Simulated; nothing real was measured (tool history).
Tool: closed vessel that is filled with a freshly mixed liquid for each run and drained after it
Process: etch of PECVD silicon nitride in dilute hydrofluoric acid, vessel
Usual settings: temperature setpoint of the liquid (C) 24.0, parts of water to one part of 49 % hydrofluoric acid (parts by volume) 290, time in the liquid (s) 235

run	hour	temperature setpoint of the liquid (C)	parts of water to one part of 49 % hydrofluoric acid (parts by volume)	time in the liquid (s)	wafers since the last listed run	hours since the thermometer was replaced	hours since the hydrofluoric acid flow meter was replaced	hours since the gauge calibration	read-back film thickness of the PECVD silicon nitride reference wafer, read on the same gauge (nm)	thickness taken off the PECVD silicon nitride on a monitor wafer (Å)
1	0.0	24.0	290	235	0	1083.8	425.8	523.5	124.458	52.15
2	57.2	24.0	290	235	3485	1141.0	483.0	580.7	124.697	52.75
3	113.1	24.0	290	235	3405	1196.9	538.9	636.6	124.863	53.52
4	173.2	24.0	290	235	3661	1257.0	599.0	696.7	125.075	53.49
5	277.1	24.0	290	235	6330	1360.9	702.9	800.6	125.297	53.99
6	307.1	24.0	290	235	1827	1390.9	732.9	830.6	125.387	53.39
7	373.4	24.0	290	235	4039	1457.2	799.2	896.9	125.509	53.32
8	427.5	24.0	290	235	3296	1511.3	853.3	951.0	125.611	52.86
9	463.7	24.0	290	235	2205	1547.5	889.5	987.2	125.632	53.67
10	515.2	24.0	290	235	3137	1599.0	941.0	1038.7	125.727	53.61
11	559.3	24.0	290	345	2686	1643.1	985.1	1082.8	125.732	79.02
12	617.6	24.0	360	235	3552	1701.4	1043.4	1141.1	125.822	43.59
13	642.1	24.0	290	235	1492	1725.9	1067.9	1165.6	125.842	53.62
# hour 711.6: hydrofluoric acid flow meter replaced
14	712.2	20.5	290	235	4210	1796.0	0.6	1235.7	125.885	42.84
15	741.0	21.0	365	100	1754	1824.8	29.4	1264.5	125.906	15.13
# hour 782.4: gauge calibrated
16	795.4	27.5	165	235	3314	1879.2	83.8	13.0	119.642	111.04
17	863.6	24.0	290	235	4155	1947.4	152.0	81.2	120.535	51.93
18	931.4	28.0	340	325	4130	2015.2	219.8	149.0	121.316	77.42
# hour 969.0: thermometer replaced
19	999.0	24.0	175	105	4057	30.0	287.4	216.6	121.954	38.37
20	1060.9	21.5	365	370	3771	91.9	349.3	278.5	122.509	56.01
21	1117.8	26.0	415	320	3466	148.8	406.2	335.4	122.920	56.36
22	1173.2	24.0	290	235	3375	204.2	461.6	390.8	123.258	52.06
23	1200.0	24.0	290	235	1632	231.0	488.4	417.6	123.405	53.38
24	1243.7	24.0	290	235	2662	274.7	532.1	461.3	123.641	52.57
25	1397.0	27.0	290	235	9340	428.0	685.4	614.6	124.267	63.28
26	1440.7	27.5	290	235	2662	471.7	729.1	658.3	124.426	65.77
27	1483.0	21.0	365	100	2577	514.0	771.4	700.6	124.519	14.97

Forecast each of these 4 alternatives for the next run:
A	1483.7	24.0	290	115	42	514.7	772.1	701.3	?	?
B	1483.7	29.0	165	125	42	514.7	772.1	701.3	?	?
C	1483.7	22.0	290	305	42	514.7	772.1	701.3	?	?
D	1483.7	19.5	290	125	42	514.7	772.1	701.3	?	?

run	read-back film thickness of the PECVD silicon nitride reference wafer, read on the same gauge (nm)	thickness taken off the PECVD silicon nitride on a monitor wafer (Å)
A	124.571	26.12
B	124.571	67.90
C	124.571	61.21
D	124.571	21.42
Without the tool's hidden state the same runs would have given:
run	thickness taken off the PECVD silicon nitride on a monitor wafer (Å)
A	25.17
B	65.43
C	58.99
D	20.64

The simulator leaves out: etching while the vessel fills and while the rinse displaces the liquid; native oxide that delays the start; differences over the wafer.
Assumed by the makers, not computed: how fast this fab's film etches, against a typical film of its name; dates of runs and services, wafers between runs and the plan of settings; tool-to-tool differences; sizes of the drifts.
